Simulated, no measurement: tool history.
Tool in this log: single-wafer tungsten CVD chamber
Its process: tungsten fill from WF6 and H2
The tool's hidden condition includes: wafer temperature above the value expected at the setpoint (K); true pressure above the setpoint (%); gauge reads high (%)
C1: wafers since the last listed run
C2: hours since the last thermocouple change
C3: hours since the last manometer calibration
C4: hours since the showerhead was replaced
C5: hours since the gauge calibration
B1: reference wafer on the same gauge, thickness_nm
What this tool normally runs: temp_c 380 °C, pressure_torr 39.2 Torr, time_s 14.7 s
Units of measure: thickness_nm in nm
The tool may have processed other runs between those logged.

{"run": 1, "hour": 0.0, "temp_c": 380, "pressure_torr": 39.2, "time_s": 16.1, "C1": 0, "C2": 2300.8, "C3": 1472.6, "C4": 6986.4, "C5": 229.2, "B1": 27.295, "thickness_nm": 35.489}
{"run": 2, "hour": 32.3, "temp_c": 380, "pressure_torr": 39.2, "time_s": 16.1, "C1": 1037, "C2": 2333.1, "C3": 1504.9, "C4": 7018.7, "C5": 261.5, "B1": 27.287, "thickness_nm": 35.524}
{"run": 3, "hour": 57.4, "temp_c": 380, "pressure_torr": 39.2, "time_s": 14.7, "C1": 806, "C2": 2358.2, "C3": 1530, "C4": 7043.8, "C5": 286.6, "B1": 27.294, "thickness_nm": 32.592}
{"run": 4, "hour": 89.0, "temp_c": 380, "pressure_torr": 39.2, "time_s": 16.7, "C1": 1015, "C2": 2389.8, "C3": 1561.6, "C4": 7075.4, "C5": 318.2, "B1": 27.31, "thickness_nm": 36.99}
{"run": 5, "hour": 122.8, "temp_c": 380, "pressure_torr": 39.2, "time_s": 16.7, "C1": 1085, "C2": 2423.6, "C3": 1595.4, "C4": 7109.2, "C5": 352, "B1": 27.323, "thickness_nm": 36.987}
{"run": 6, "hour": 135.6, "temp_c": 390, "pressure_torr": 39.2, "time_s": 16.4, "C1": 411, "C2": 2436.4, "C3": 1608.2, "C4": 7122, "C5": 364.8, "B1": 27.308, "thickness_nm": 43.336}
{"run": 7, "hour": 159.6, "temp_c": 380, "pressure_torr": 39.2, "time_s": 14.7, "C1": 771, "C2": 2460.4, "C3": 1632.2, "C4": 7146, "C5": 388.8, "B1": 27.305, "thickness_nm": 32.621}
{"hour": 189.2, "done": "thermocouple changed; heater temperature recalibrated"}
{"run": 8, "hour": 189.7, "temp_c": 380, "pressure_torr": 39.2, "time_s": 14.7, "C1": 709, "C2": 0.5, "C3": 1662.3, "C4": 7176.1, "C5": 418.9, "B1": 27.309, "thickness_nm": 30.963}
{"hour": 192.7, "done": "gauge calibrated"}
{"run": 9, "hour": 214.7, "temp_c": 380, "pressure_torr": 33.6, "time_s": 14.7, "C1": 803, "C2": 25.5, "C3": 1687.3, "C4": 7201.1, "C5": 22, "B1": 27.306, "thickness_nm": 29.758}
{"run": 10, "hour": 233.6, "temp_c": 392, "pressure_torr": 31.1, "time_s": 13.7, "C1": 607, "C2": 44.4, "C3": 1706.2, "C4": 7220, "C5": 40.9, "B1": 27.308, "thickness_nm": 33.455}
{"run": 11, "hour": 267.2, "temp_c": 388, "pressure_torr": 39.2, "time_s": 17.1, "C1": 1079, "C2": 78, "C3": 1739.8, "C4": 7253.6, "C5": 74.5, "B1": 27.295, "thickness_nm": 41.485}
{"hour": 309.4, "done": "capacitance manometer re-zeroed and calibrated"}
{"run": 12, "hour": 309.9, "temp_c": 367, "pressure_torr": 46.4, "time_s": 14.7, "C1": 1114, "C2": 120.7, "C3": 0.5, "C4": 7296.3, "C5": 117.2, "B1": 27.288, "thickness_nm": 25.958}
{"run": 13, "hour": 321.5, "temp_c": 380, "pressure_torr": 48.8, "time_s": 12.9, "C1": 372, "C2": 132.3, "C3": 12.1, "C4": 7307.9, "C5": 128.8, "B1": 27.298, "thickness_nm": 29.28}
{"hour": 330.3, "done": "showerhead replaced"}
{"run": 14, "hour": 337.0, "temp_c": 391, "pressure_torr": 39.2, "time_s": 13.5, "C1": 240, "C2": 147.8, "C3": 27.6, "C4": 6.7, "C5": 144.3, "B1": 27.297, "thickness_nm": 34.937}
{"run": 15, "hour": 371.5, "temp_c": 394, "pressure_torr": 39.2, "time_s": 13.2, "C1": 1108, "C2": 182.3, "C3": 62.1, "C4": 41.2, "C5": 178.8, "B1": 27.295, "thickness_nm": 35.851}
{"run": 16, "hour": 402.5, "temp_c": 365, "pressure_torr": 39.2, "time_s": 15.8, "C1": 995, "C2": 213.3, "C3": 93.1, "C4": 72.2, "C5": 209.8, "B1": 27.302, "thickness_nm": 25.617}
{"run": 17, "hour": 414.8, "temp_c": 392, "pressure_torr": 31.1, "time_s": 13.7, "C1": 395, "C2": 225.6, "C3": 105.4, "C4": 84.5, "C5": 222.1, "B1": 27.287, "thickness_nm": 33.894}
{"run": 18, "hour": 448.6, "temp_c": 380, "pressure_torr": 39.2, "time_s": 14.7, "C1": 1085, "C2": 259.4, "C3": 139.2, "C4": 118.3, "C5": 255.9, "B1": 27.304, "thickness_nm": 31.365}
{"run": 19, "hour": 477.3, "temp_c": 392, "pressure_torr": 31.1, "time_s": 13.7, "C1": 922, "C2": 288.1, "C3": 167.9, "C4": 147, "C5": 284.6, "B1": 27.284, "thickness_nm": 33.905}

Consider 3 possible next runs. They are alternatives, not a sequence: every one starts from the tool as it was left by run 19. What does each give?
{"run": "A", "hour": 477.7, "temp_c": 380, "pressure_torr": 39.2, "time_s": 14.7, "C1": 12, "C2": 288.5, "C3": 168.3, "C4": 147.4, "C5": 285, "B1": "?", "thickness_nm": "?"}
{"run": "B", "hour": 477.7, "temp_c": 373, "pressure_torr": 45.9, "time_s": 17.3, "C1": 12, "C2": 288.5, "C3": 168.3, "C4": 147.4, "C5": 285, "B1": "?", "thickness_nm": "?"}
{"run": "C", "hour": 477.7, "temp_c": 365, "pressure_torr": 34.9, "time_s": 16.7, "C1": 12, "C2": 288.5, "C3": 168.3, "C4": 147.4, "C5": 285, "B1": "?", "thickness_nm": "?"}

run=A B1=27.305 thickness_nm=31.316
run=B B1=27.305 thickness_nm=33.984
run=C B1=27.305 thickness_nm=26.169
Without the tool's hidden state the same runs would have given:
run=A thickness_nm=31.56
run=B thickness_nm=34.249
run=C thickness_nm=26.376
